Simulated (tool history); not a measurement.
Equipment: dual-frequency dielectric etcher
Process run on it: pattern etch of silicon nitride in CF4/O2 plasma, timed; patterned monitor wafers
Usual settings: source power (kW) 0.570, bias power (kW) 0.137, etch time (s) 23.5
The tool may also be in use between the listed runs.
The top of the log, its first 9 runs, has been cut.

run     day  source power (kW)  bias power (kW)  etch time (s)  read-back reference wafer on the same gauge, depth_nm  mean etch depth across the wafer (nm)
 10  28.629              0.570            0.159           26.5                                                  37.42                                  52.40
     30.783  -- gauge calibrated
 11  31.000              0.570            0.159           26.5                                                  37.37                                  52.39
     32.071  -- upper electrode replaced
     32.171  -- bias power generator calibrated
 12  34.708              0.530            0.112           27.0                                                  37.41                                  46.13
 13  36.450              0.530            0.158           23.5                                                  37.39                                  44.48
     40.975  -- wet clean of the chamber
 14  40.996              0.440            0.162           21.5                                                  37.42                                  34.80
 15  46.654              0.570            0.137           18.0                                                  37.39                                  34.42
 16  51.125              0.570            0.137           23.5                                                  37.41                                  45.15
 17  55.346              0.470            0.137           27.0                                                  37.40                                  44.59
 18  59.275              0.520            0.123           27.0                                                  37.37                                  47.14
 19  63.229              0.510            0.122           21.5                                                  37.38                                  36.53
     66.862  -- wet clean of the chamber
 20  66.883              0.570            0.137           27.0                                                  37.44                                  51.58
 21  70.154              0.450            0.137           20.0                                                  37.37                                  31.79
     71.588  -- source power generator calibrated
 22  73.883              0.570            0.137           23.5                                                  37.39                                  43.35
 23  76.217              0.570            0.137           27.5                                                  37.38                                  51.01
 24  79.767              0.440            0.162           21.5                                                  37.41                                  34.03
 25  83.179              0.520            0.165           30.5                                                  37.35                                  55.62
 26  85.546              0.430            0.150           28.0                                                  37.40                                  42.48
     88.162  -- wet clean of the chamber
 27  88.879              0.570            0.137           23.5                                                  37.34                                  43.60
 28  92.317              0.570            0.127           23.5                                                  37.37                                  42.57
 29  96.296              0.450            0.137           17.0                                                  37.37                                  26.11
 30  98.808              0.620            0.113           23.5                                                  37.48                                  44.61

Below are 3 alternative next runs, each starting from the tool's condition after run 30. Predict each:
  A  98.825              0.570            0.137           23.5                                                      ?                                      ?
  B  98.825              0.700            0.167           19.0                                                      ?                                      ?
  C  98.825              0.450            0.152           27.0                                                      ?                                      ?

run  read-back reference wafer on the same gauge, depth_nm  mean etch depth across the wafer (nm)
  A                                                  37.38                                  44.00
  B                                                  37.38                                  44.23
  C                                                  37.38                                  43.35
Had the tool no hidden state, the same runs would have come out as:
run  mean etch depth across the wafer (nm)
  A                                  44.19
  B                                  44.42
  C                                  43.53

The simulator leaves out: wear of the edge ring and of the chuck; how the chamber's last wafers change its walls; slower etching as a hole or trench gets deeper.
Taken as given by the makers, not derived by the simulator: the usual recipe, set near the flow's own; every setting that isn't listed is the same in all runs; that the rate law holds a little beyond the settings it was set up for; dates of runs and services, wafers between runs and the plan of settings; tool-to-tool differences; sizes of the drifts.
